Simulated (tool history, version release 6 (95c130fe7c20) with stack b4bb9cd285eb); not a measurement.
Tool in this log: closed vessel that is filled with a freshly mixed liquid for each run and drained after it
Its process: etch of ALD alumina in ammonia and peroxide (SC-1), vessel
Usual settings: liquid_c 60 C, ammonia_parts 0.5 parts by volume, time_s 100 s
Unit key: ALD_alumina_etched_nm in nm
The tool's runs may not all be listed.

run	hour	liquid_c	ammonia_parts	time_s	wafers since the last listed run	hours since the thermometer was replaced	hours since the ammonia flow meter was replaced	hours since the drum of ammonia solution was connected	hours since the gauge calibration	read-back film thickness of the ALD alumina reference wafer, read on the same gauge (nm)	ALD_alumina_etched_nm
1	0	60	0.5	100	0	2005.1	1296.2	86	67.4	79.98	6.57
2	10	60	0.5	100	1096	2015.1	1306.2	96	77.4	80	6.57
3	24.3	60	0.5	100	1567	2029.4	1320.5	110.3	91.7	80	6.59
4	38.1	67	0.5	100	1512	2043.2	1334.3	124.1	105.5	79.98	9.3
5	52.8	67	0.5	100	1611	2057.9	1349	138.8	120.2	79.99	9.36
6	99.4	54.5	0.5	100	5108	2104.5	1395.6	185.4	166.8	80	4.99
7	106.8	60	0.5	100	811	2111.9	1403	192.8	174.2	80.02	6.65
# hour 115.9: thermometer replaced
8	118.5	60	0.5	100	1173	2.6	1414.7	204.5	185.9	80	5.68
9	125.4	60	0.5	100	756	9.5	1421.6	211.4	192.8	80.03	5.69
10	142	60	0.5	100	1819	26.1	1438.2	228	209.4	80.01	5.74
11	155.7	60	0.5	100	1501	39.8	1451.9	241.7	223.1	79.98	5.73
12	165.7	60	0.5	100	1096	49.8	1461.9	251.7	233.1	79.99	5.74
# hour 171.7: new drum of ammonia solution connected
13	176.6	68.5	0.25	100	1085	60.7	1472.8	4.9	244	79.97	8.21
14	189.6	60	0.35	85	1425	73.7	1485.8	17.9	257	80	4.72
15	205.3	56	0.5	135	1721	89.4	1501.5	33.6	272.7	80	6.32
# hour 214.5: ammonia flow meter replaced
16	215	69.5	0.7	40	953	99.1	0.5	43.3	282.4	80.01	3.8
# hour 227.9: gauge calibrated
17	232.3	56	0.75	45	1896	116.4	17.8	60.6	4.4	80.01	2.2
18	243	65.5	0.3	60	1173	127.1	28.5	71.3	15.1	80.02	4.33
19	250.5	60	0.65	125	822	134.6	36	78.8	22.6	79.99	7.38
20	262.7	60	0.5	100	1337	146.8	48.2	91	34.8	80.01	5.78
21	274.1	60	0.5	100	1249	158.2	59.6	102.4	46.2	79.98	5.79
22	287.4	60	0.6	120	1458	171.5	72.9	115.7	59.5	79.99	7.1
23	300.4	60	0.5	100	1425	184.5	85.9	128.7	72.5	80	5.77
24	317.2	60	0.4	100	1841	201.3	102.7	145.5	89.3	80.03	5.64
25	328.3	51	0.4	150	1216	212.4	113.8	156.6	100.4	80	5.3

Describe how what the log doesn't record of the tool's condition differs between the last listed run preceding each entry between runs and the first listed run following it.
Between runs 7 and 8: thermometer replaced (hour 115.9)
  liquid hotter than its thermometer reads (K): 2.92 -> 0.132
  measured result minus the result with no hidden state, ALD_alumina_etched_nm: +0.92 -> +0.04 nm
Between runs 12 and 13: new drum of ammonia solution connected (hour 171.7)
  liquid hotter than its thermometer reads (K): 0.195 -> 0.209
  measured result minus the result with no hidden state, ALD_alumina_etched_nm: +0.06 -> +0.08 nm
Between runs 15 and 16: ammonia flow meter replaced (hour 214.5)
  liquid hotter than its thermometer reads (K): 0.247 -> 0.26
  measured result minus the result with no hidden state, ALD_alumina_etched_nm: +0.09 -> +0.04 nm
Between runs 16 and 17: gauge calibrated (hour 227.9)
  liquid hotter than its thermometer reads (K): 0.26 -> 0.283
  measured result minus the result with no hidden state, ALD_alumina_etched_nm: +0.04 -> +0.03 nm

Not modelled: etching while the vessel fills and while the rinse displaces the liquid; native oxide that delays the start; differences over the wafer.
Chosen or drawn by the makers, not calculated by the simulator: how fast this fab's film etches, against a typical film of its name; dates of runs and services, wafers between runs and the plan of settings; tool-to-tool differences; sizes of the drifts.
